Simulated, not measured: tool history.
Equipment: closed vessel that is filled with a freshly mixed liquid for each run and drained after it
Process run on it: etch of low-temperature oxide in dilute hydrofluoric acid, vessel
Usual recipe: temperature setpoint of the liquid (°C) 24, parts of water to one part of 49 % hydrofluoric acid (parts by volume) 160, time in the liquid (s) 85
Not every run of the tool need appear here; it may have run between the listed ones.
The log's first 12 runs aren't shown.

| run | day | temperature setpoint of the liquid (°C) | parts of water to one part of 49 % hydrofluoric acid (parts by volume) | time in the liquid (s) | read-back film thickness of the low-temperature oxide reference wafer, read on the same gauge (nm) | thickness taken off the low-temperature oxide on a monitor wafer (nm) |
|---|---|---|---|---|---|---|
|  | 50.346 | thermometer replaced |
| 13 | 51.321 | 19 | 160 | 40 | 73.48 | 2.16 |
|  | 53.562 | hydrofluoric acid flow meter replaced |
| 14 | 54.65 | 24 | 215 | 85 | 73.53 | 3.91 |
|  | 56.638 | gauge calibrated |
| 15 | 57.329 | 19.5 | 140 | 40 | 69.69 | 2.42 |
| 16 | 59.296 | 24 | 160 | 85 | 69.76 | 5.31 |
| 17 | 61.046 | 24 | 160 | 120 | 69.8 | 7.53 |
| 18 | 64.696 | 20 | 125 | 85 | 69.87 | 6.02 |
| 19 | 67.329 | 26.5 | 160 | 65 | 69.93 | 4.45 |
| 20 | 70.404 | 24 | 90 | 120 | 69.96 | 14.45 |
| 21 | 72.167 | 19.5 | 160 | 85 | 70.05 | 4.43 |
| 22 | 76.017 | 24 | 160 | 85 | 70.12 | 5.31 |
| 23 | 77.9 | 22 | 125 | 45 | 70.16 | 3.47 |
| 24 | 80.808 | 24 | 195 | 85 | 70.23 | 4.21 |
|  | 86.812 | thermometer replaced |
| 25 | 91.183 | 24 | 160 | 85 | 70.41 | 5.36 |
| 26 | 93.917 | 27.5 | 135 | 85 | 70.46 | 7.5 |
| 27 | 96.362 | 24 | 195 | 85 | 70.55 | 4.23 |
| 28 | 100.246 | 24 | 160 | 85 | 70.6 | 5.35 |
| 29 | 102.875 | 25.5 | 220 | 40 | 70.66 | 1.8 |
| 30 | 105.2 | 20.5 | 160 | 110 | 70.7 | 6.08 |
| 31 | 107.85 | 28.5 | 95 | 130 | 70.81 | 17.77 |
| 32 | 110.404 | 24 | 190 | 60 | 70.77 | 3.08 |
|  | 113.129 | hydrofluoric acid flow meter replaced |
| 33 | 114.567 | 22 | 210 | 85 | 70.91 | 3.64 |

3 options for the next run, each taken on its own from the tool as it stands now. Forecast them:
| A | 114.596 | 24 | 160 | 70 | ? | ? |
| B | 114.596 | 27 | 130 | 105 | ? | ? |
| C | 114.596 | 24 | 220 | 85 | ? | ? |

| run | read-back film thickness of the low-temperature oxide reference wafer, read on the same gauge (nm) | thickness taken off the low-temperature oxide on a monitor wafer (nm) |
|---|---|---|
| A | 70.88 | 4.42 |
| B | 70.88 | 9.47 |
| C | 70.88 | 3.66 |
Stripped of hidden state, with their random variation kept, the same runs would have yielded:
| run | thickness taken off the low-temperature oxide on a monitor wafer (nm) |
|---|---|
| A | 4.36 |
| B | 9.35 |
| C | 3.61 |

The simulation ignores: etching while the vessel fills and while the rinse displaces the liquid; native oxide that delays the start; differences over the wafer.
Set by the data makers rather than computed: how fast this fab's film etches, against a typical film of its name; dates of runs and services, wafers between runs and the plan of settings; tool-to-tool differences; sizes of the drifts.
